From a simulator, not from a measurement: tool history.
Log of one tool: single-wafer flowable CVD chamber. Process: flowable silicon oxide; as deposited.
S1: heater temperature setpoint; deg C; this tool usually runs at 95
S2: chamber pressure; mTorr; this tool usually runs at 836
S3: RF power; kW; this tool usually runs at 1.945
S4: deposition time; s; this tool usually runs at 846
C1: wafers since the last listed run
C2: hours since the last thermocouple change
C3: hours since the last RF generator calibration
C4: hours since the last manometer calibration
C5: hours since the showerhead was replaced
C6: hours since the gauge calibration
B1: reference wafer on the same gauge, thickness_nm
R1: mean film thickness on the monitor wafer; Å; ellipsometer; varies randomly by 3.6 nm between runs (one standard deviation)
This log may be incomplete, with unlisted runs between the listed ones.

run 1 hour=0 | S1=95 S2=836 S3=1.945 S4=909 | C1=0 C2=631.4 C3=39.9 C4=1477.9 C5=7332.2 C6=1038 | B1=684.422 | R1=7319.14
run 2 hour=28.5 | S1=95 S2=836 S3=1.945 S4=791 | C1=51 C2=659.9 C3=68.4 C4=1506.4 C5=7360.7 C6=1066.5 | B1=684.078 | R1=6386.82
run 3 hour=65.9 | S1=95 S2=836 S3=1.945 S4=846 | C1=67 C2=697.3 C3=105.8 C4=1543.8 C5=7398.1 C6=1103.9 | B1=684.361 | R1=6761.9
run 4 hour=103.5 | S1=95 S2=836 S3=1.945 S4=846 | C1=67 C2=734.9 C3=143.4 C4=1581.4 C5=7435.7 C6=1141.5 | B1=684.487 | R1=6743.73
run 5 hour=136.4 | S1=95 S2=836 S3=1.945 S4=846 | C1=59 C2=767.8 C3=176.3 C4=1614.3 C5=7468.6 C6=1174.4 | B1=683.545 | R1=6756.02
-- hour=189.6 gauge calibrated
run 6 hour=199.2 | S1=95 S2=836 S3=1.945 S4=846 | C1=113 C2=830.6 C3=239.1 C4=1677.1 C5=7531.4 C6=9.6 | B1=683.559 | R1=6747.02
run 7 hour=339.4 | S1=95 S2=836 S3=1.945 S4=924 | C1=252 C2=970.8 C3=379.3 C4=1817.3 C5=7671.6 C6=149.8 | B1=683.772 | R1=7277.62
-- hour=396.7 showerhead replaced
run 8 hour=397.2 | S1=95 S2=836 S3=1.945 S4=846 | C1=89 C2=1028.6 C3=437.1 C4=1875.1 C5=0.5 C6=207.6 | B1=683.955 | R1=6727.39
run 9 hour=441.6 | S1=106 S2=643 S3=1.805 S4=846 | C1=79 C2=1073 C3=481.5 C4=1919.5 C5=44.9 C6=252 | B1=683.87 | R1=3480.63
run 10 hour=475.3 | S1=108 S2=836 S3=1.57 S4=846 | C1=60 C2=1106.7 C3=515.2 C4=1953.2 C5=78.6 C6=285.7 | B1=683.777 | R1=3951.73
run 11 hour=505.1 | S1=87 S2=705 S3=1.945 S4=846 | C1=53 C2=1136.5 C3=545 C4=1983 C5=108.4 C6=315.5 | B1=683.457 | R1=7217.98
-- hour=541.7 thermocouple changed; heater temperature recalibrated
run 12 hour=555.2 | S1=86 S2=703 S3=1.79 S4=720 | C1=75 C2=13.5 C3=595.1 C4=2033.1 C5=158.5 C6=365.6 | B1=684.802 | R1=5900.06
run 13 hour=582.7 | S1=95 S2=646 S3=2.055 S4=978 | C1=49 C2=41 C3=622.6 C4=2060.6 C5=186 C6=393.1 | B1=684.343 | R1=5788.02
run 14 hour=642 | S1=95 S2=836 S3=1.945 S4=846 | C1=106 C2=100.3 C3=681.9 C4=2119.9 C5=245.3 C6=452.4 | B1=683.408 | R1=6327.47
-- hour=666.9 capacitance manometer re-zeroed and calibrated
run 15 hour=712.8 | S1=95 S2=836 S3=1.945 S4=1000 | C1=113 C2=171.1 C3=752.7 C4=45.9 C5=316.1 C6=523.2 | B1=683.945 | R1=7556.07
run 16 hour=784.1 | S1=87 S2=836 S3=1.945 S4=735 | C1=128 C2=242.4 C3=824 C4=117.2 C5=387.4 C6=594.5 | B1=683.981 | R1=7076.98
-- hour=849.4 RF generator calibrated
run 17 hour=849.9 | S1=95 S2=836 S3=1.945 S4=846 | C1=104 C2=308.2 C3=0.5 C4=183 C5=453.2 C6=660.3 | B1=684.159 | R1=6268.62
run 18 hour=878.2 | S1=95 S2=836 S3=1.945 S4=846 | C1=50 C2=336.5 C3=28.8 C4=211.3 C5=481.5 C6=688.6 | B1=684.001 | R1=6258.68
run 19 hour=905.8 | S1=95 S2=659 S3=1.945 S4=846 | C1=49 C2=364.1 C3=56.4 C4=238.9 C5=509.1 C6=716.2 | B1=683.955 | R1=4897.75
-- hour=938.3 thermocouple changed; heater temperature recalibrated, repeated, since the last time left the tool worse
run 20 hour=938.8 | S1=95 S2=836 S3=1.945 S4=846 | C1=45 C2=0.5 C3=89.4 C4=271.9 C5=542.1 C6=749.2 | B1=683.569 | R1=7098.86
run 21 hour=1077 | S1=91 S2=836 S3=1.56 S4=846 | C1=248 C2=138.7 C3=227.6 C4=410.1 C5=680.3 C6=887.4 | B1=683.486 | R1=7163.68
run 22 hour=1140.7 | S1=95 S2=698 S3=1.71 S4=846 | C1=114 C2=202.4 C3=291.3 C4=473.8 C5=744 C6=951.1 | B1=683.663 | R1=5548.94
run 23 hour=1176.9 | S1=103 S2=836 S3=1.945 S4=901 | C1=65 C2=238.6 C3=327.5 C4=510 C5=780.2 C6=987.3 | B1=683.937 | R1=5769.65

Expected results for the next run?
run 24 hour=1229.5 | S1=107 S2=836 S3=1.945 S4=942 | C1=94 C2=291.2 C3=380.1 C4=562.6 C5=832.8 C6=1039.9 | B1=? | R1=?

B1: 684.525
R1: 5297.14 Å
Were there no unlogged condition in the tool, this run, its random variation unchanged, would have produced R1 5374.17 Å.
